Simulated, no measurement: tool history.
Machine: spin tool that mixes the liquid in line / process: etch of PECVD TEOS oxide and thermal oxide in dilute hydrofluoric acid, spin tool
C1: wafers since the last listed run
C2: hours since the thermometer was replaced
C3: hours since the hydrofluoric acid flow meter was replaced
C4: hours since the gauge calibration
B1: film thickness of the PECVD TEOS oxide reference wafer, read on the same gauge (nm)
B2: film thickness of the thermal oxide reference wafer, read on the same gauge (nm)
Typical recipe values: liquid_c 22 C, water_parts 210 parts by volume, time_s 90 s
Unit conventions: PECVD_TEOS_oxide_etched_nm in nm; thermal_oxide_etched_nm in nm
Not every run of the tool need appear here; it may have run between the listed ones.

{"run": 1, "hour": 0.0, "liquid_c": 22, "water_parts": 135, "time_s": 90, "C1": 0, "C2": 365.9, "C3": 832.4, "C4": 1989.6, "B1": 50.03, "B2": 59.999, "PECVD_TEOS_oxide_etched_nm": 12.98, "thermal_oxide_etched_nm": 2.394}
{"run": 2, "hour": 71.8, "liquid_c": 22, "water_parts": 210, "time_s": 90, "C1": 544, "C2": 437.7, "C3": 904.2, "C4": 2061.4, "B1": 49.96, "B2": 59.984, "PECVD_TEOS_oxide_etched_nm": 7.7, "thermal_oxide_etched_nm": 1.464}
{"run": 3, "hour": 381.2, "liquid_c": 18.5, "water_parts": 210, "time_s": 90, "C1": 2345, "C2": 747.1, "C3": 1213.6, "C4": 2370.8, "B1": 50.01, "B2": 60.013, "PECVD_TEOS_oxide_etched_nm": 6.66, "thermal_oxide_etched_nm": 1.266}
{"run": 4, "hour": 478.3, "liquid_c": 18.5, "water_parts": 210, "time_s": 90, "C1": 735, "C2": 844.2, "C3": 1310.7, "C4": 2467.9, "B1": 50.02, "B2": 60.005, "PECVD_TEOS_oxide_etched_nm": 6.65, "thermal_oxide_etched_nm": 1.243}
{"run": 5, "hour": 535.6, "liquid_c": 18.5, "water_parts": 210, "time_s": 90, "C1": 434, "C2": 901.5, "C3": 1368, "C4": 2525.2, "B1": 49.97, "B2": 60.005, "PECVD_TEOS_oxide_etched_nm": 6.63, "thermal_oxide_etched_nm": 1.191}
{"run": 6, "hour": 623.8, "liquid_c": 22, "water_parts": 210, "time_s": 90, "C1": 668, "C2": 989.7, "C3": 1456.2, "C4": 2613.4, "B1": 49.97, "B2": 60.005, "PECVD_TEOS_oxide_etched_nm": 7.65, "thermal_oxide_etched_nm": 1.458}
{"run": 7, "hour": 717.1, "liquid_c": 22, "water_parts": 210, "time_s": 90, "C1": 707, "C2": 1083, "C3": 1549.5, "C4": 2706.7, "B1": 50, "B2": 59.979, "PECVD_TEOS_oxide_etched_nm": 7.63, "thermal_oxide_etched_nm": 1.402}
{"run": 8, "hour": 812.1, "liquid_c": 22, "water_parts": 210, "time_s": 90, "C1": 720, "C2": 1178, "C3": 1644.5, "C4": 2801.7, "B1": 49.96, "B2": 59.985, "PECVD_TEOS_oxide_etched_nm": 7.6, "thermal_oxide_etched_nm": 1.339}
{"run": 9, "hour": 884.8, "liquid_c": 19.5, "water_parts": 250, "time_s": 55, "C1": 551, "C2": 1250.7, "C3": 1717.2, "C4": 2874.4, "B1": 49.98, "B2": 60.008, "PECVD_TEOS_oxide_etched_nm": 3.39, "thermal_oxide_etched_nm": 0.599}
{"run": 10, "hour": 1022.6, "liquid_c": 23.5, "water_parts": 250, "time_s": 120, "C1": 1044, "C2": 1388.5, "C3": 1855, "C4": 3012.2, "B1": 50, "B2": 60.006, "PECVD_TEOS_oxide_etched_nm": 8.65, "thermal_oxide_etched_nm": 1.54}
{"run": 11, "hour": 1114.9, "liquid_c": 22, "water_parts": 295, "time_s": 90, "C1": 699, "C2": 1480.8, "C3": 1947.3, "C4": 3104.5, "B1": 50, "B2": 59.986, "PECVD_TEOS_oxide_etched_nm": 4.99, "thermal_oxide_etched_nm": 0.942}
{"run": 12, "hour": 1338.4, "liquid_c": 18.5, "water_parts": 210, "time_s": 90, "C1": 1694, "C2": 1704.3, "C3": 2170.8, "C4": 3328, "B1": 50.05, "B2": 59.994, "PECVD_TEOS_oxide_etched_nm": 6.59, "thermal_oxide_etched_nm": 1.233}
{"run": 13, "hour": 1405.3, "liquid_c": 25.5, "water_parts": 280, "time_s": 60, "C1": 507, "C2": 1771.2, "C3": 2237.7, "C4": 3394.9, "B1": 50.07, "B2": 60.001, "PECVD_TEOS_oxide_etched_nm": 4.01, "thermal_oxide_etched_nm": 0.714}
{"run": 14, "hour": 1473.8, "liquid_c": 17, "water_parts": 210, "time_s": 90, "C1": 519, "C2": 1839.7, "C3": 2306.2, "C4": 3463.4, "B1": 50, "B2": 59.992, "PECVD_TEOS_oxide_etched_nm": 6.21, "thermal_oxide_etched_nm": 1.178}
{"hour": 1474.3, "done": "gauge calibrated"}
{"run": 15, "hour": 1578.9, "liquid_c": 22, "water_parts": 210, "time_s": 90, "C1": 796, "C2": 1944.8, "C3": 2411.3, "C4": 104.6, "B1": 50, "B2": 59.987, "PECVD_TEOS_oxide_etched_nm": 7.46, "thermal_oxide_etched_nm": 1.385}
{"run": 16, "hour": 1617.4, "liquid_c": 17.5, "water_parts": 210, "time_s": 90, "C1": 291, "C2": 1983.3, "C3": 2449.8, "C4": 143.1, "B1": 49.99, "B2": 60.016, "PECVD_TEOS_oxide_etched_nm": 6.29, "thermal_oxide_etched_nm": 1.14}
{"hour": 1618.8, "done": "hydrofluoric acid flow meter replaced"}
{"run": 17, "hour": 1660.7, "liquid_c": 22, "water_parts": 210, "time_s": 70, "C1": 320, "C2": 2026.6, "C3": 41.9, "C4": 186.4, "B1": 49.97, "B2": 60.008, "PECVD_TEOS_oxide_etched_nm": 5.78, "thermal_oxide_etched_nm": 1.099}
{"hour": 1684.6, "done": "thermometer replaced"}
{"run": 18, "hour": 1737.1, "liquid_c": 22, "water_parts": 210, "time_s": 90, "C1": 571, "C2": 52.5, "C3": 118.3, "C4": 262.8, "B1": 50.03, "B2": 60.009, "PECVD_TEOS_oxide_etched_nm": 7.72, "thermal_oxide_etched_nm": 1.39}
{"run": 19, "hour": 1835.2, "liquid_c": 17.5, "water_parts": 175, "time_s": 140, "C1": 743, "C2": 150.6, "C3": 216.4, "C4": 360.9, "B1": 49.99, "B2": 59.988, "PECVD_TEOS_oxide_etched_nm": 12.55, "thermal_oxide_etched_nm": 2.409}
{"run": 20, "hour": 1908.8, "liquid_c": 24, "water_parts": 160, "time_s": 135, "C1": 557, "C2": 224.2, "C3": 290, "C4": 434.5, "B1": 50.02, "B2": 59.998, "PECVD_TEOS_oxide_etched_nm": 17.4, "thermal_oxide_etched_nm": 3.193}
{"run": 21, "hour": 1977.8, "liquid_c": 24, "water_parts": 210, "time_s": 90, "C1": 523, "C2": 293.2, "C3": 359, "C4": 503.5, "B1": 49.99, "B2": 59.999, "PECVD_TEOS_oxide_etched_nm": 8.34, "thermal_oxide_etched_nm": 1.511}
{"run": 22, "hour": 2017.8, "liquid_c": 20, "water_parts": 145, "time_s": 90, "C1": 303, "C2": 333.2, "C3": 399, "C4": 543.5, "B1": 50.03, "B2": 60, "PECVD_TEOS_oxide_etched_nm": 11.11, "thermal_oxide_etched_nm": 2.049}
{"run": 23, "hour": 2107.3, "liquid_c": 18.5, "water_parts": 210, "time_s": 90, "C1": 678, "C2": 422.7, "C3": 488.5, "C4": 633, "B1": 50.01, "B2": 59.998, "PECVD_TEOS_oxide_etched_nm": 6.65, "thermal_oxide_etched_nm": 1.21}
{"run": 24, "hour": 2149.9, "liquid_c": 22, "water_parts": 210, "time_s": 90, "C1": 322, "C2": 465.3, "C3": 531.1, "C4": 675.6, "B1": 49.98, "B2": 60.014, "PECVD_TEOS_oxide_etched_nm": 7.71, "thermal_oxide_etched_nm": 1.506}
{"run": 25, "hour": 2218.7, "liquid_c": 22, "water_parts": 210, "time_s": 140, "C1": 521, "C2": 534.1, "C3": 599.9, "C4": 744.4, "B1": 50.03, "B2": 59.999, "PECVD_TEOS_oxide_etched_nm": 11.92, "thermal_oxide_etched_nm": 2.179}
{"run": 26, "hour": 2289.6, "liquid_c": 22, "water_parts": 210, "time_s": 145, "C1": 537, "C2": 605, "C3": 670.8, "C4": 815.3, "B1": 49.95, "B2": 60.002, "PECVD_TEOS_oxide_etched_nm": 12.26, "thermal_oxide_etched_nm": 2.367}
{"run": 27, "hour": 2396.0, "liquid_c": 22, "water_parts": 210, "time_s": 90, "C1": 806, "C2": 711.4, "C3": 777.2, "C4": 921.7, "B1": 49.96, "B2": 60.014, "PECVD_TEOS_oxide_etched_nm": 7.67, "thermal_oxide_etched_nm": 1.408}

Forecast each of these 3 alternatives for the next run:
{"run": "A", "hour": 2396.4, "liquid_c": 22, "water_parts": 210, "time_s": 90, "C1": 3, "C2": 711.8, "C3": 777.6, "C4": 922.1, "B1": "?", "B2": "?", "PECVD_TEOS_oxide_etched_nm": "?", "thermal_oxide_etched_nm": "?"}
{"run": "B", "hour": 2396.4, "liquid_c": 22, "water_parts": 175, "time_s": 90, "C1": 3, "C2": 711.8, "C3": 777.6, "C4": 922.1, "B1": "?", "B2": "?", "PECVD_TEOS_oxide_etched_nm": "?", "thermal_oxide_etched_nm": "?"}
{"run": "C", "hour": 2396.4, "liquid_c": 23.5, "water_parts": 120, "time_s": 90, "C1": 3, "C2": 711.8, "C3": 777.6, "C4": 922.1, "B1": "?", "B2": "?", "PECVD_TEOS_oxide_etched_nm": "?", "thermal_oxide_etched_nm": "?"}

run=A B1=49.97 B2=59.998 PECVD_TEOS_oxide_etched_nm=7.71 thermal_oxide_etched_nm=1.386
run=B B1=49.97 B2=59.998 PECVD_TEOS_oxide_etched_nm=9.59 thermal_oxide_etched_nm=1.724
run=C B1=49.97 B2=59.998 PECVD_TEOS_oxide_etched_nm=15.75 thermal_oxide_etched_nm=2.833
Without the tool's hidden state the same runs would have given:
run=A PECVD_TEOS_oxide_etched_nm=7.82 thermal_oxide_etched_nm=1.407
run=B PECVD_TEOS_oxide_etched_nm=9.73 thermal_oxide_etched_nm=1.75
run=C PECVD_TEOS_oxide_etched_nm=15.99 thermal_oxide_etched_nm=2.877
